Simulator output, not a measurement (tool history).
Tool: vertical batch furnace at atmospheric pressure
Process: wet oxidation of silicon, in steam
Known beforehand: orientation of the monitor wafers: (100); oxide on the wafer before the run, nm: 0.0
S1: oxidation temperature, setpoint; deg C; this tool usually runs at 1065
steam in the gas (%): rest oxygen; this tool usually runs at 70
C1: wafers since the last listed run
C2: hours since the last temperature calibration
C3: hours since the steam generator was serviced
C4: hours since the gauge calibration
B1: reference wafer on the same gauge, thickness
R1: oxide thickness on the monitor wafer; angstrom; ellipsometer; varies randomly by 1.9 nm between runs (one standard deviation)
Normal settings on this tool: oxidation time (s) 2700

run 1 hour=0 | S1=1065 oxidation_time_(s)=3780 steam_in_the_gas_(%)=70 | C1=0 C2=1282.9 C3=1583.2 C4=169.4 | B1=361.94 | R1=4976.9
run 2 hour=25 | S1=1065 oxidation_time_(s)=3780 steam_in_the_gas_(%)=70 | C1=267 C2=1307.9 C3=1608.2 C4=194.4 | B1=362.16 | R1=4939.6
run 3 hour=41.5 | S1=1065 oxidation_time_(s)=3780 steam_in_the_gas_(%)=70 | C1=176 C2=1324.4 C3=1624.7 C4=210.9 | B1=361.87 | R1=4962.4
run 4 hour=55 | S1=1065 oxidation_time_(s)=2700 steam_in_the_gas_(%)=70 | C1=144 C2=1337.9 C3=1638.2 C4=224.4 | B1=361.61 | R1=4013.5
run 5 hour=90.8 | S1=1065 oxidation_time_(s)=2700 steam_in_the_gas_(%)=70 | C1=382 C2=1373.7 C3=1674 C4=260.2 | B1=361.89 | R1=4049.2
run 6 hour=106.2 | S1=1065 oxidation_time_(s)=2700 steam_in_the_gas_(%)=70 | C1=164 C2=1389.1 C3=1689.4 C4=275.6 | B1=361.66 | R1=4012
run 7 hour=130.8 | S1=1065 oxidation_time_(s)=2700 steam_in_the_gas_(%)=70 | C1=262 C2=1413.7 C3=1714 C4=300.2 | B1=362.16 | R1=4036.1
run 8 hour=156.3 | S1=1065 oxidation_time_(s)=2700 steam_in_the_gas_(%)=70 | C1=272 C2=1439.2 C3=1739.5 C4=325.7 | B1=361.58 | R1=4053
run 9 hour=174.4 | S1=1065 oxidation_time_(s)=2700 steam_in_the_gas_(%)=70 | C1=193 C2=1457.3 C3=1757.6 C4=343.8 | B1=362.25 | R1=4028
-- hour=185.5 gauge calibrated
run 10 hour=193.8 | S1=1065 oxidation_time_(s)=2700 steam_in_the_gas_(%)=70 | C1=207 C2=1476.7 C3=1777 C4=8.3 | B1=361.67 | R1=4046.3
run 11 hour=207.8 | S1=1065 oxidation_time_(s)=2700 steam_in_the_gas_(%)=63 | C1=149 C2=1490.7 C3=1791 C4=22.3 | B1=361.21 | R1=3783.8
run 12 hour=220.4 | S1=1065 oxidation_time_(s)=1680 steam_in_the_gas_(%)=70 | C1=134 C2=1503.3 C3=1803.6 C4=34.9 | B1=362.19 | R1=2990.3
run 13 hour=252.3 | S1=1065 oxidation_time_(s)=1680 steam_in_the_gas_(%)=70 | C1=340 C2=1535.2 C3=1835.5 C4=66.8 | B1=361.46 | R1=3021
-- hour=279.3 thermocouples replaced and temperature profile calibrated
run 14 hour=279.8 | S1=1065 oxidation_time_(s)=1680 steam_in_the_gas_(%)=70 | C1=37 C2=0.5 C3=1863 C4=94.3 | B1=362.23 | R1=2997.2
run 15 hour=287.6 | S1=1079 oxidation_time_(s)=2700 steam_in_the_gas_(%)=80 | C1=83 C2=8.3 C3=1870.8 C4=102.1 | B1=362.27 | R1=4722.9
run 16 hour=311.8 | S1=1051 oxidation_time_(s)=3120 steam_in_the_gas_(%)=67 | C1=258 C2=32.5 C3=1895 C4=126.3 | B1=361.68 | R1=3992.4
run 17 hour=342.3 | S1=1089 oxidation_time_(s)=3510 steam_in_the_gas_(%)=59 | C1=325 C2=63 C3=1925.5 C4=156.8 | B1=361.99 | R1=4804.1
run 18 hour=357.3 | S1=1065 oxidation_time_(s)=2700 steam_in_the_gas_(%)=70 | C1=160 C2=78 C3=1940.5 C4=171.8 | B1=361.91 | R1=4039.3
run 19 hour=370.4 | S1=1065 oxidation_time_(s)=3750 steam_in_the_gas_(%)=70 | C1=140 C2=91.1 C3=1953.6 C4=184.9 | B1=361.85 | R1=4933.5
-- hour=407.6 steam generator serviced
run 20 hour=408.1 | S1=1065 oxidation_time_(s)=1500 steam_in_the_gas_(%)=70 | C1=146 C2=128.8 C3=0.5 C4=222.6 | B1=362.52 | R1=2890.9

Run 21 is up next; what results do you expect?
run 21 hour=439.5 | S1=1050 oxidation_time_(s)=2700 steam_in_the_gas_(%)=74 | C1=335 C2=160.2 C3=31.9 C4=254 | B1=? | R1=?

Run 21 gave B1 361.38, R1 4013.5 angstrom.
Had the tool carried no hidden state, the very same run would have given R1 4047.9 angstrom.
